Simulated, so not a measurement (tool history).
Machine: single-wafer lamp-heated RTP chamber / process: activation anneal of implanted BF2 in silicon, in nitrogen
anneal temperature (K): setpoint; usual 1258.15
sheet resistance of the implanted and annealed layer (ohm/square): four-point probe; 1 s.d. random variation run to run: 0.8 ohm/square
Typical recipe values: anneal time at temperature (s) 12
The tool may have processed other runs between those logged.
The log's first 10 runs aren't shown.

run   hour  anneal temperature (K)  anneal time at temperature (s)  read-back reference wafer on the same gauge, sheet resistance  sheet resistance of the implanted and annealed layer (ohm/square)
 11  114.6                 1258.15                               9                                                         163.92                                                             151.34
 12  159.4                 1258.15                               9                                                         164.21                                                             151.56
 13  170.3                 1258.15                               9                                                         163.93                                                             152.31
     185.7  -- pyrometer window cleaned and pyrometer calibrated
 14  186.2                 1276.15                              12                                                         164.09                                                             130.88
 15  186.6                 1276.15                              12                                                            164                                                             131.54
 16  197.2                 1258.15                              12                                                         163.77                                                             149.26
 17    211                 1252.15                              12                                                         164.46                                                              153.4
 18  228.6                 1252.15                              12                                                         163.84                                                              153.3
 19  242.5                 1258.15                              17                                                         164.27                                                             142.04
 20  259.3                 1247.15                               8                                                         163.95                                                             164.11
     271.5  -- reflector plate cleaned
 21  274.9                 1269.15                               5                                                         164.18                                                             145.06
 22  282.7                 1247.15                               9                                                         164.02                                                             157.14
     292.3  -- gauge calibrated
     301.6  -- pyrometer window cleaned and pyrometer calibrated
 23  305.7                 1273.15                              12                                                         164.01                                                             130.19
 24  322.5                 1258.15                              12                                                          163.9                                                             143.27

What does the tool deliver on the next run?
 25  338.6                 1258.15                              12                                                              ?                                                                  ?

{"run 25": {"read-back reference wafer on the same gauge, sheet resistance": 163.85, "sheet resistance of the implanted and annealed layer (ohm/square)": 142.14}}
Minus the tool's unlogged condition, the same run would have read sheet resistance of the implanted and annealed layer (ohm/square) 152.35.
